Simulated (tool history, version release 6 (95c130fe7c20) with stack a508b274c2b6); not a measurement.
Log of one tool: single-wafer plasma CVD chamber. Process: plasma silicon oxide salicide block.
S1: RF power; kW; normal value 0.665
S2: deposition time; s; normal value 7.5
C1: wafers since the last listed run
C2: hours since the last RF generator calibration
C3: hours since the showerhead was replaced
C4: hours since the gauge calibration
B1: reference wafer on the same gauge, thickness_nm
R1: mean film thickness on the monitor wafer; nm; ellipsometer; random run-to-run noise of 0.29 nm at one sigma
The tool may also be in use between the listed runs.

Run 1, day 0: usual settings but S1 0.61 kW; C1 0; C2 1286.8; C3 6698.4; C4 510; B1 87.814. Result: R1 74.824 nm.
Run 2, day 1.621: usual settings but S1 0.61 kW; C1 1989; C2 1325.7; C3 6737.3; C4 548.9; B1 87.855. Result: R1 75.262 nm.
Run 3, day 4.946: usual settings but S1 0.575 kW, S2 8.04 s; C1 4082; C2 1405.5; C3 6817.1; C4 628.7; B1 87.687. Result: R1 79.384 nm.
Run 4, day 7.229: usual settings but S1 0.575 kW, S2 8.04 s; C1 2803; C2 1460.3; C3 6871.9; C4 683.5; B1 87.804. Result: R1 79.33 nm.
Run 5, day 11.438: usual settings; C1 5166; C2 1561.3; C3 6972.9; C4 784.5; B1 87.832. Result: R1 76.431 nm.
Run 6, day 13.371: usual settings; C1 2373; C2 1607.7; C3 7019.3; C4 830.9; B1 87.645. Result: R1 76.253 nm.
Run 7, day 16.196: usual settings; C1 3468; C2 1675.5; C3 7087.1; C4 898.7; B1 87.855. Result: R1 76.521 nm.
Run 8, day 19.808: usual settings; C1 4435; C2 1762.2; C3 7173.8; C4 985.4; B1 87.827. Result: R1 76.048 nm.
Run 9, day 28.758: usual settings; C1 10987; C2 1977; C3 7388.6; C4 1200.2; B1 87.659. Result: R1 76.043 nm.
Run 10, day 31.512: usual settings; C1 3381; C2 2043.1; C3 7454.7; C4 1266.3; B1 87.688. Result: R1 76.134 nm.
Run 11, day 33.354: usual settings; C1 2261; C2 2087.3; C3 7498.9; C4 1310.5; B1 87.712. Result: R1 75.723 nm.
At day 34.342: gauge calibrated.
Run 12, day 35.188: usual settings; C1 2250; C2 2131.3; C3 7542.9; C4 20.3; B1 87.593. Result: R1 76.346 nm.
Run 13, day 36.692: usual settings but S1 0.755 kW, S2 7.95 s; C1 1846; C2 2167.4; C3 7579; C4 56.4; B1 87.785. Result: R1 82.86 nm.
Run 14, day 40.246: usual settings but S1 0.755 kW, S2 7.95 s; C1 4363; C2 2252.7; C3 7664.3; C4 141.7; B1 87.648. Result: R1 83.454 nm.
Run 15, day 44.346: usual settings but S1 0.57 kW; C1 5033; C2 2351.1; C3 7762.7; C4 240.1; B1 87.794. Result: R1 73.518 nm.
At day 45.404: RF generator calibrated.
Run 16, day 48.5: usual settings but S1 0.73 kW; C1 4690; C2 74.3; C3 7862.4; C4 339.8; B1 87.758. Result: R1 76.849 nm.
Run 17, day 50.392: usual settings but S1 0.73 kW; C1 2322; C2 119.7; C3 7907.8; C4 385.2; B1 87.61. Result: R1 76.947 nm.
Run 18, day 53.438: usual settings but S1 0.73 kW; C1 3739; C2 192.8; C3 7980.9; C4 458.3; B1 87.62. Result: R1 77.049 nm.
Run 19, day 55.838: usual settings but S2 6.62 s; C1 2946; C2 250.4; C3 8038.5; C4 515.9; B1 87.697. Result: R1 66.405 nm.
Run 20, day 58.312: usual settings but S1 0.535 kW, S2 6.33 s; C1 3038; C2 309.8; C3 8097.9; C4 575.3; B1 87.504. Result: R1 60.186 nm.
Run 21, day 60.417: usual settings; C1 2583; C2 360.3; C3 8148.4; C4 625.8; B1 87.672. Result: R1 75.616 nm.
At day 62.642: RF generator calibrated, repeated, since the last time left the tool worse.
Run 22, day 63.133: usual settings but S1 0.795 kW; C1 2926; C2 11.8; C3 8213.6; C4 691; B1 87.756. Result: R1 80.289 nm.
Run 23, day 65.717: usual settings; C1 3171; C2 73.8; C3 8275.6; C4 753; B1 87.819. Result: R1 76.598 nm.
At day 67.071: showerhead replaced.
Run 24, day 67.979: usual settings but S1 0.535 kW; C1 2368; C2 128.1; C3 21.8; C4 807.3; B1 87.585. Result: R1 73.288 nm.
Run 25, day 69.55: usual settings but S1 0.61 kW, S2 8.23 s; C1 1928; C2 165.8; C3 59.5; C4 845; B1 87.655. Result: R1 82.462 nm.
Run 26, day 73.467: usual settings but S1 0.57 kW; C1 4808; C2 259.8; C3 153.5; C4 939; B1 87.758. Result: R1 74.369 nm.
Run 27, day 76.088: usual settings but S1 0.56 kW; C1 3217; C2 322.7; C3 216.4; C4 1001.9; B1 87.679. Result: R1 73.826 nm.
Run 28, day 78.083: usual settings; C1 2450; C2 370.6; C3 264.3; C4 1049.8; B1 87.616. Result: R1 76.279 nm.
Run 29, day 80.188: usual settings but S1 0.72 kW, S2 6.81 s; C1 2583; C2 421.1; C3 314.8; C4 1100.3; B1 87.852. Result: R1 70.967 nm.
Run 30, day 84.083: usual settings; C1 4782; C2 514.6; C3 408.3; C4 1193.8; B1 87.637. Result: R1 76.699 nm.
Run 31, day 88.142: usual settings but S1 0.575 kW, S2 6.78 s; C1 4982; C2 612; C3 505.7; C4 1291.2; B1 87.778. Result: R1 67.17 nm.
Run 32, day 91.65: usual settings but S1 0.77 kW, S2 6 s; C1 4307; C2 696.2; C3 589.9; C4 1375.4; B1 87.706. Result: R1 63.394 nm.
At day 94.458: gauge calibrated.
Run 33, day 95.829: usual settings but S1 0.72 kW, S2 8.71 s; C1 5130; C2 796.5; C3 690.2; C4 32.9; B1 87.732. Result: R1 91.034 nm.
Run 34, day 100.083: usual settings but S1 0.775 kW, S2 6.26 s; C1 5222; C2 898.6; C3 792.3; C4 135; B1 87.898. Result: R1 65.731 nm.
Run 35, day 102.2: usual settings but S2 8.08 s; C1 2598; C2 949.4; C3 843.1; C4 185.8; B1 87.768. Result: R1 82.478 nm.
Run 36, day 104.85: usual settings but S1 0.72 kW, S2 6.02 s; C1 3253; C2 1013; C3 906.7; C4 249.4; B1 87.798. Result: R1 62.962 nm.

What if the next run were any one of these 5? Each begins from the tool's condition after run 36:
Run A, day 104.867: usual settings; C1 20; C2 1013.4; C3 907.1; C4 249.8; B1 ?. Result: R1 ?.
Run B, day 104.867: usual settings but S1 0.7 kW, S2 7.93 s; C1 20; C2 1013.4; C3 907.1; C4 249.8; B1 ?. Result: R1 ?.
Run C, day 104.867: usual settings but S1 0.765 kW, S2 6.21 s; C1 20; C2 1013.4; C3 907.1; C4 249.8; B1 ?. Result: R1 ?.
Run D, day 104.867: usual settings but S1 0.615 kW, S2 8.94 s; C1 20; C2 1013.4; C3 907.1; C4 249.8; B1 ?. Result: R1 ?.
Run E, day 104.867: usual settings but S1 0.71 kW, S2 6.21 s; C1 20; C2 1013.4; C3 907.1; C4 249.8; B1 ?. Result: R1 ?.

run      B1      R1
  A  87.695  76.618
  B  87.695  81.957
  C  87.695  65.506
  D  87.695  89.753
  E  87.695  64.389
Take away the tool's hidden state, keep each run's random variation, and the runs would have read:
run      R1
  A  77.126
  B  82.501
  C   65.94
  D  90.349
  E  64.816

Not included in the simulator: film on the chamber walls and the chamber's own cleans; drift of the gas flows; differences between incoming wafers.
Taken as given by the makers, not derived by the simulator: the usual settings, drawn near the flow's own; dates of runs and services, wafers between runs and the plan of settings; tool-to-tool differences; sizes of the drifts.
